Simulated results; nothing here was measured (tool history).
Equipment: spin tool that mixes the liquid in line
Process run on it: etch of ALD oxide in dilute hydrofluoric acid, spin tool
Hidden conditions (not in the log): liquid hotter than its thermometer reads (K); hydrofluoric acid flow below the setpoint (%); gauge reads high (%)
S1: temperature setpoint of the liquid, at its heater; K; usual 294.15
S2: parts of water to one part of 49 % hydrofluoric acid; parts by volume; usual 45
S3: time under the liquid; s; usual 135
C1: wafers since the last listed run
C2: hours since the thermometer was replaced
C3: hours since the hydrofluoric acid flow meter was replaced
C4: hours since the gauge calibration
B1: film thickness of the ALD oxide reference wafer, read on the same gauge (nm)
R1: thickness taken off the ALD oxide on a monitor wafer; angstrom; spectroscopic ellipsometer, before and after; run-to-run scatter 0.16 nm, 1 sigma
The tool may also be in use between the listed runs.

run 1 hour=0 | S1=294.15 S2=45 S3=135 | C1=0 C2=2130.6 C3=1712 C4=728.4 | B1=149.98 | R1=290
run 2 hour=29.5 | S1=294.15 S2=45 S3=135 | C1=351 C2=2160.1 C3=1741.5 C4=757.9 | B1=150.01 | R1=287.4
run 3 hour=56.4 | S1=294.15 S2=45 S3=135 | C1=320 C2=2187 C3=1768.4 C4=784.8 | B1=150.02 | R1=289.5
run 4 hour=71.3 | S1=294.15 S2=45 S3=135 | C1=177 C2=2201.9 C3=1783.3 C4=799.7 | B1=150.01 | R1=287.7
run 5 hour=103.6 | S1=294.15 S2=45 S3=135 | C1=384 C2=2234.2 C3=1815.6 C4=832 | B1=150 | R1=288.8
run 6 hour=137.3 | S1=294.15 S2=60 S3=135 | C1=401 C2=2267.9 C3=1849.3 C4=865.7 | B1=149.98 | R1=212.7
run 7 hour=159.7 | S1=294.15 S2=60 S3=135 | C1=266 C2=2290.3 C3=1871.7 C4=888.1 | B1=149.98 | R1=212.4
run 8 hour=182.9 | S1=295.15 S2=45 S3=135 | C1=276 C2=2313.5 C3=1894.9 C4=911.3 | B1=150.02 | R1=304.6
run 9 hour=211.6 | S1=294.15 S2=50 S3=135 | C1=341 C2=2342.2 C3=1923.6 C4=940 | B1=150.06 | R1=258.8
run 10 hour=231.8 | S1=294.15 S2=50 S3=135 | C1=240 C2=2362.4 C3=1943.8 C4=960.2 | B1=149.95 | R1=256.2
run 11 hour=245.1 | S1=294.15 S2=50 S3=135 | C1=158 C2=2375.7 C3=1957.1 C4=973.5 | B1=149.99 | R1=260.2
run 12 hour=266.8 | S1=294.15 S2=45 S3=135 | C1=258 C2=2397.4 C3=1978.8 C4=995.2 | B1=150.01 | R1=290
run 13 hour=285.1 | S1=294.15 S2=45 S3=135 | C1=217 C2=2415.7 C3=1997.1 C4=1013.5 | B1=149.99 | R1=288.3
run 14 hour=298.6 | S1=294.15 S2=45 S3=135 | C1=160 C2=2429.2 C3=2010.6 C4=1027 | B1=150.02 | R1=290.9
run 15 hour=312.6 | S1=294.15 S2=45 S3=135 | C1=166 C2=2443.2 C3=2024.6 C4=1041 | B1=149.98 | R1=288.4
run 16 hour=340.6 | S1=294.15 S2=45 S3=135 | C1=333 C2=2471.2 C3=2052.6 C4=1069 | B1=149.95 | R1=288.6
-- hour=356.6 gauge calibrated
run 17 hour=375 | S1=292.65 S2=45 S3=135 | C1=409 C2=2505.6 C3=2087 C4=18.4 | B1=150.02 | R1=272.6
run 18 hour=410.2 | S1=294.15 S2=50 S3=135 | C1=418 C2=2540.8 C3=2122.2 C4=53.6 | B1=149.96 | R1=254.7
-- hour=419.5 hydrofluoric acid flow meter replaced
-- hour=438.8 thermometer replaced
run 19 hour=441.3 | S1=290.15 S2=55 S3=170 | C1=346 C2=2.5 C3=21.8 C4=84.7 | B1=150.05 | R1=251.6
run 20 hour=472.4 | S1=294.15 S2=35 S3=95 | C1=370 C2=33.6 C3=52.9 C4=115.8 | B1=149.97 | R1=269.7
run 21 hour=493.9 | S1=294.15 S2=45 S3=195 | C1=255 C2=55.1 C3=74.4 C4=137.3 | B1=150 | R1=423.4
run 22 hour=527 | S1=294.15 S2=45 S3=135 | C1=393 C2=88.2 C3=107.5 C4=170.4 | B1=149.98 | R1=296.7
run 23 hour=555.4 | S1=294.15 S2=50 S3=85 | C1=337 C2=116.6 C3=135.9 C4=198.8 | B1=149.98 | R1=163.5
run 24 hour=587.4 | S1=294.15 S2=55 S3=135 | C1=380 C2=148.6 C3=167.9 C4=230.8 | B1=150.02 | R1=235.5
run 25 hour=606.8 | S1=298.15 S2=45 S3=110 | C1=230 C2=168 C3=187.3 C4=250.2 | B1=149.99 | R1=284.3
run 26 hour=620.2 | S1=294.15 S2=45 S3=135 | C1=159 C2=181.4 C3=200.7 C4=263.6 | B1=150.03 | R1=296.2
run 27 hour=637.2 | S1=290.15 S2=45 S3=100 | C1=202 C2=198.4 C3=217.7 C4=280.6 | B1=149.93 | R1=183.2
run 28 hour=662.9 | S1=298.15 S2=60 S3=175 | C1=305 C2=224.1 C3=243.4 C4=306.3 | B1=149.96 | R1=331.1
run 29 hour=683.9 | S1=290.65 S2=60 S3=135 | C1=249 C2=245.1 C3=264.4 C4=327.3 | B1=150.04 | R1=186.3
run 30 hour=705.7 | S1=294.15 S2=45 S3=135 | C1=259 C2=266.9 C3=286.2 C4=349.1 | B1=150.04 | R1=295.5
run 31 hour=718.4 | S1=290.15 S2=30 S3=60 | C1=151 C2=279.6 C3=298.9 C4=361.8 | B1=149.98 | R1=167.4
run 32 hour=749.2 | S1=296.65 S2=30 S3=180 | C1=366 C2=310.4 C3=329.7 C4=392.6 | B1=150 | R1=664.6
run 33 hour=856.5 | S1=294.15 S2=45 S3=135 | C1=1276 C2=417.7 C3=437 C4=499.9 | B1=149.96 | R1=292.5
run 34 hour=877.6 | S1=294.15 S2=45 S3=135 | C1=251 C2=438.8 C3=458.1 C4=521 | B1=150.03 | R1=292.8

Same runs, no hidden state in the tool, same run-to-run variation:
run=1 R1=297.8
run=2 R1=295.4
run=3 R1=297.6
run=4 R1=296
run=5 R1=297.3
run=6 R1=219.8
run=7 R1=219.6
run=8 R1=314.4
run=9 R1=267.3
run=10 R1=264.8
run=11 R1=269
run=12 R1=299.6
run=13 R1=298
run=14 R1=300.8
run=15 R1=298.3
run=16 R1=298.7
run=17 R1=282.1
run=18 R1=264.3
run=19 R1=254.4
run=20 R1=272.8
run=21 R1=428.7
run=22 R1=300.6
run=23 R1=165.8
run=24 R1=239
run=25 R1=288.7
run=26 R1=300.5
run=27 R1=185.7
run=28 R1=337
run=29 R1=189.2
run=30 R1=300.3
run=31 R1=169.7
run=32 R1=675.4
run=33 R1=298.1
run=34 R1=298.5
